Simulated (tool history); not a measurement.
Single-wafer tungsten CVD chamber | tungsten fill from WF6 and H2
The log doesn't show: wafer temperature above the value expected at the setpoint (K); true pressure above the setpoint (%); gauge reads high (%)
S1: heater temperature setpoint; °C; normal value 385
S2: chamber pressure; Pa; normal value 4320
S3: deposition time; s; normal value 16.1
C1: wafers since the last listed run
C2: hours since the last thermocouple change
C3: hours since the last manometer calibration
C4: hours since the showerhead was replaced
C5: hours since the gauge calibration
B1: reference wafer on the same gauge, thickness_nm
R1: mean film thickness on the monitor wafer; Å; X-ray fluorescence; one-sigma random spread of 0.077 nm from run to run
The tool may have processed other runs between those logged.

Run 1, hour 0.0: usual settings; C1 0; C2 2356.9; C3 2590.9; C4 8281.2; C5 62.7; B1 33.502. Result: R1 335.81 Å.
Run 2, hour 7.1: usual settings; C1 166; C2 2364.0; C3 2598.0; C4 8288.3; C5 69.8; B1 33.496. Result: R1 337.09 Å.
Run 3, hour 23.1: usual settings; C1 376; C2 2380.0; C3 2614.0; C4 8304.3; C5 85.8; B1 33.508. Result: R1 335.54 Å.
Run 4, hour 30.4: usual settings but S3 14.5 s; C1 171; C2 2387.3; C3 2621.3; C4 8311.6; C5 93.1; B1 33.502. Result: R1 302.32 Å.
Run 5, hour 40.6: usual settings; C1 239; C2 2397.5; C3 2631.5; C4 8321.8; C5 103.3; B1 33.491. Result: R1 335.36 Å.
Run 6, hour 54.7: usual settings; C1 331; C2 2411.6; C3 2645.6; C4 8335.9; C5 117.4; B1 33.495. Result: R1 334.54 Å.
Run 7, hour 67.1: usual settings but S2 4706 Pa, S3 13.6 s; C1 291; C2 2424.0; C3 2658.0; C4 8348.3; C5 129.8; B1 33.497. Result: R1 294.14 Å.

Run 8 has not been measured yet. What should we expect?
Run 8, hour 79.6: usual settings but S1 380 °C, S2 3386 Pa, S3 17.9 s; C1 293; C2 2436.5; C3 2670.5; C4 8360.8; C5 142.3; B1 ?. Result: R1 ?.

Run 8 measured B1 33.512, R1 297.92 Å.
With the hidden condition absent and the run-to-run variation left alone, this run would have shown R1 328.21 Å.
